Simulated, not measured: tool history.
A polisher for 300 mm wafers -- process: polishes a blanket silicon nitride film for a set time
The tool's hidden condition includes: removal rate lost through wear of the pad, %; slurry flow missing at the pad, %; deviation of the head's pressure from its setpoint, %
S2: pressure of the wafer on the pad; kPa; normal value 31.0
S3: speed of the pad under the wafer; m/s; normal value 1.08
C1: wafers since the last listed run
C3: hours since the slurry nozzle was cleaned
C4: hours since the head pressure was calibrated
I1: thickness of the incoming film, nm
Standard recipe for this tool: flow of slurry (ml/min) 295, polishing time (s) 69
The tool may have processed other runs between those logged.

run 1 day=0.000 | flow_of_slurry_(ml/min)=295 S2=31.0 S3=0.82 polishing_time_(s)=69 | C1=0 wafers_polished_on_this_pad=739 C3=213.7 C4=292.2 | I1=671.5 | film_removed_(nm)=102.0
run 2 day=0.850 | flow_of_slurry_(ml/min)=250 S2=31.0 S3=1.08 polishing_time_(s)=69 | C1=218 wafers_polished_on_this_pad=957 C3=234.1 C4=312.6 | I1=670.3 | film_removed_(nm)=123.1
run 3 day=1.667 | flow_of_slurry_(ml/min)=250 S2=31.0 S3=1.08 polishing_time_(s)=69 | C1=209 wafers_polished_on_this_pad=1167 C3=253.7 C4=332.2 | I1=678.5 | film_removed_(nm)=121.0
-- day=2.150 slurry nozzle cleaned
run 4 day=2.667 | flow_of_slurry_(ml/min)=250 S2=31.0 S3=1.08 polishing_time_(s)=69 | C1=246 wafers_polished_on_this_pad=1413 C3=12.4 C4=356.2 | I1=664.8 | film_removed_(nm)=127.7
run 5 day=3.425 | flow_of_slurry_(ml/min)=295 S2=31.0 S3=1.08 polishing_time_(s)=69 | C1=194 wafers_polished_on_this_pad=1608 C3=30.6 C4=374.4 | I1=674.7 | film_removed_(nm)=128.0
run 6 day=4.038 | flow_of_slurry_(ml/min)=295 S2=31.0 S3=1.08 polishing_time_(s)=69 | C1=157 wafers_polished_on_this_pad=1765 C3=45.3 C4=389.1 | I1=681.5 | film_removed_(nm)=127.2
-- day=4.475 worn pad replaced by a new one
run 7 day=5.092 | flow_of_slurry_(ml/min)=295 S2=31.0 S3=1.08 polishing_time_(s)=69 | C1=228 wafers_polished_on_this_pad=158 C3=70.6 C4=414.4 | I1=671.5 | film_removed_(nm)=129.9
run 8 day=5.750 | flow_of_slurry_(ml/min)=295 S2=31.0 S3=1.08 polishing_time_(s)=69 | C1=169 wafers_polished_on_this_pad=327 C3=86.4 C4=430.2 | I1=676.2 | film_removed_(nm)=129.9
run 9 day=6.525 | flow_of_slurry_(ml/min)=295 S2=31.0 S3=1.08 polishing_time_(s)=69 | C1=199 wafers_polished_on_this_pad=526 C3=105.0 C4=448.8 | I1=671.9 | film_removed_(nm)=128.3
run 10 day=7.654 | flow_of_slurry_(ml/min)=295 S2=31.0 S3=1.08 polishing_time_(s)=69 | C1=290 wafers_polished_on_this_pad=816 C3=132.1 C4=475.9 | I1=672.5 | film_removed_(nm)=126.8
run 11 day=8.362 | flow_of_slurry_(ml/min)=295 S2=31.0 S3=1.08 polishing_time_(s)=69 | C1=181 wafers_polished_on_this_pad=998 C3=149.1 C4=492.9 | I1=666.3 | film_removed_(nm)=127.6
run 12 day=8.904 | flow_of_slurry_(ml/min)=295 S2=31.0 S3=1.08 polishing_time_(s)=69 | C1=139 wafers_polished_on_this_pad=1137 C3=162.1 C4=505.9 | I1=669.7 | film_removed_(nm)=125.6
run 13 day=9.588 | flow_of_slurry_(ml/min)=295 S2=31.0 S3=1.08 polishing_time_(s)=69 | C1=175 wafers_polished_on_this_pad=1313 C3=178.5 C4=522.3 | I1=667.7 | film_removed_(nm)=125.4
run 14 day=10.258 | flow_of_slurry_(ml/min)=295 S2=31.0 S3=1.08 polishing_time_(s)=69 | C1=172 wafers_polished_on_this_pad=1485 C3=194.6 C4=538.4 | I1=682.2 | film_removed_(nm)=126.3
run 15 day=10.912 | flow_of_slurry_(ml/min)=355 S2=42.1 S3=0.70 polishing_time_(s)=69 | C1=168 wafers_polished_on_this_pad=1653 C3=210.3 C4=554.1 | I1=664.4 | film_removed_(nm)=111.7
run 16 day=11.596 | flow_of_slurry_(ml/min)=295 S2=24.8 S3=0.70 polishing_time_(s)=84 | C1=175 wafers_polished_on_this_pad=1829 C3=226.7 C4=570.5 | I1=663.6 | film_removed_(nm)=90.4
-- day=12.342 slurry nozzle cleaned
-- day=12.421 worn pad replaced by a new one
run 17 day=12.692 | flow_of_slurry_(ml/min)=295 S2=31.0 S3=0.96 polishing_time_(s)=69 | C1=250 wafers_polished_on_this_pad=69 C3=8.4 C4=596.8 | I1=663.9 | film_removed_(nm)=122.1
run 18 day=13.229 | flow_of_slurry_(ml/min)=295 S2=24.8 S3=1.08 polishing_time_(s)=89 | C1=138 wafers_polished_on_this_pad=207 C3=21.3 C4=609.7 | I1=669.1 | film_removed_(nm)=147.9
run 19 day=14.167 | flow_of_slurry_(ml/min)=295 S2=31.0 S3=1.28 polishing_time_(s)=49 | C1=240 wafers_polished_on_this_pad=448 C3=43.8 C4=632.2 | I1=674.6 | film_removed_(nm)=106.2
run 20 day=14.758 | flow_of_slurry_(ml/min)=255 S2=22.1 S3=1.08 polishing_time_(s)=79 | C1=152 wafers_polished_on_this_pad=600 C3=58.0 C4=646.4 | I1=667.2 | film_removed_(nm)=115.0
run 21 day=15.792 | flow_of_slurry_(ml/min)=355 S2=21.4 S3=0.98 polishing_time_(s)=80 | C1=265 wafers_polished_on_this_pad=865 C3=82.8 C4=671.2 | I1=664.0 | film_removed_(nm)=109.1
run 22 day=16.662 | flow_of_slurry_(ml/min)=245 S2=38.6 S3=1.28 polishing_time_(s)=75 | C1=223 wafers_polished_on_this_pad=1089 C3=103.7 C4=692.1 | I1=663.1 | film_removed_(nm)=182.4
run 23 day=18.154 | flow_of_slurry_(ml/min)=295 S2=31.0 S3=1.08 polishing_time_(s)=69 | C1=383 wafers_polished_on_this_pad=1472 C3=139.5 C4=727.9 | I1=670.8 | film_removed_(nm)=123.3
-- day=19.079 head pressure recalibrated
run 24 day=19.100 | flow_of_slurry_(ml/min)=295 S2=31.0 S3=1.08 polishing_time_(s)=69 | C1=221 wafers_polished_on_this_pad=1694 C3=162.2 C4=0.5 | I1=671.7 | film_removed_(nm)=123.9
run 25 day=19.554 | flow_of_slurry_(ml/min)=295 S2=31.0 S3=1.08 polishing_time_(s)=69 | C1=116 wafers_polished_on_this_pad=1811 C3=173.1 C4=11.4 | I1=668.2 | film_removed_(nm)=122.8
run 26 day=20.212 | flow_of_slurry_(ml/min)=295 S2=31.0 S3=1.08 polishing_time_(s)=87 | C1=169 wafers_polished_on_this_pad=1980 C3=188.9 C4=27.2 | I1=674.9 | film_removed_(nm)=155.1
-- day=20.892 worn pad replaced by a new one
-- day=21.071 slurry nozzle cleaned
run 27 day=21.654 | flow_of_slurry_(ml/min)=325 S2=20.7 S3=1.08 polishing_time_(s)=69 | C1=316 wafers_polished_on_this_pad=184 C3=14.0 C4=61.8 | I1=664.7 | film_removed_(nm)=104.1
run 28 day=22.621 | flow_of_slurry_(ml/min)=295 S2=31.0 S3=1.08 polishing_time_(s)=69 | C1=248 wafers_polished_on_this_pad=433 C3=37.2 C4=85.0 | I1=665.8 | film_removed_(nm)=132.7
run 29 day=23.975 | flow_of_slurry_(ml/min)=385 S2=34.5 S3=1.08 polishing_time_(s)=69 | C1=347 wafers_polished_on_this_pad=781 C3=69.7 C4=117.5 | I1=676.4 | film_removed_(nm)=143.6
run 30 day=25.450 | flow_of_slurry_(ml/min)=295 S2=31.0 S3=1.08 polishing_time_(s)=69 | C1=378 wafers_polished_on_this_pad=1160 C3=105.1 C4=152.9 | I1=661.9 | film_removed_(nm)=127.8
run 31 day=26.421 | flow_of_slurry_(ml/min)=250 S2=31.0 S3=1.08 polishing_time_(s)=69 | C1=249 wafers_polished_on_this_pad=1409 C3=128.4 C4=176.2 | I1=673.2 | film_removed_(nm)=123.2
run 32 day=27.450 | flow_of_slurry_(ml/min)=385 S2=31.0 S3=0.76 polishing_time_(s)=88 | C1=264 wafers_polished_on_this_pad=1673 C3=153.1 C4=200.9 | I1=679.0 | film_removed_(nm)=125.8
run 33 day=28.817 | flow_of_slurry_(ml/min)=295 S2=31.0 S3=0.84 polishing_time_(s)=69 | C1=351 wafers_polished_on_this_pad=2025 C3=185.9 C4=233.7 | I1=672.8 | film_removed_(nm)=101.3
-- day=29.154 worn pad replaced by a new one
run 34 day=29.712 | flow_of_slurry_(ml/min)=295 S2=31.0 S3=1.08 polishing_time_(s)=69 | C1=187 wafers_polished_on_this_pad=143 C3=207.4 C4=255.2 | I1=681.4 | film_removed_(nm)=129.9
-- day=30.129 slurry nozzle cleaned
run 35 day=30.721 | flow_of_slurry_(ml/min)=295 S2=31.0 S3=1.08 polishing_time_(s)=79 | C1=248 wafers_polished_on_this_pad=392 C3=14.2 C4=279.4 | I1=657.6 | film_removed_(nm)=151.6
run 36 day=31.492 | flow_of_slurry_(ml/min)=295 S2=31.0 S3=1.08 polishing_time_(s)=69 | C1=198 wafers_polished_on_this_pad=590 C3=32.7 C4=297.9 | I1=669.3 | film_removed_(nm)=130.6

5 options for the next run, each taken on its own from the tool as it stands now. Forecast them:
run A day=31.508 | flow_of_slurry_(ml/min)=295 S2=31.0 S3=1.08 polishing_time_(s)=69 | C1=4 wafers_polished_on_this_pad=594 C3=33.1 C4=298.3 | I1=667.8 | film_removed_(nm)=?
run B day=31.508 | flow_of_slurry_(ml/min)=345 S2=31.0 S3=1.32 polishing_time_(s)=63 | C1=4 wafers_polished_on_this_pad=594 C3=33.1 C4=298.3 | I1=667.8 | film_removed_(nm)=?
run C day=31.508 | flow_of_slurry_(ml/min)=365 S2=31.0 S3=1.08 polishing_time_(s)=53 | C1=4 wafers_polished_on_this_pad=594 C3=33.1 C4=298.3 | I1=667.8 | film_removed_(nm)=?
run D day=31.508 | flow_of_slurry_(ml/min)=335 S2=39.3 S3=1.38 polishing_time_(s)=69 | C1=4 wafers_polished_on_this_pad=594 C3=33.1 C4=298.3 | I1=667.8 | film_removed_(nm)=?
run E day=31.508 | flow_of_slurry_(ml/min)=295 S2=31.0 S3=1.24 polishing_time_(s)=80 | C1=4 wafers_polished_on_this_pad=594 C3=33.1 C4=298.3 | I1=667.8 | film_removed_(nm)=?

run=A film_removed_(nm)=130.5
run=B film_removed_(nm)=142.2
run=C film_removed_(nm)=102.4
run=D film_removed_(nm)=191.2
run=E film_removed_(nm)=169.0
With no hidden state in the tool, these same runs would have given:
run=A film_removed_(nm)=135.0
run=B film_removed_(nm)=146.8
run=C film_removed_(nm)=105.7
run=D film_removed_(nm)=197.5
run=E film_removed_(nm)=174.8
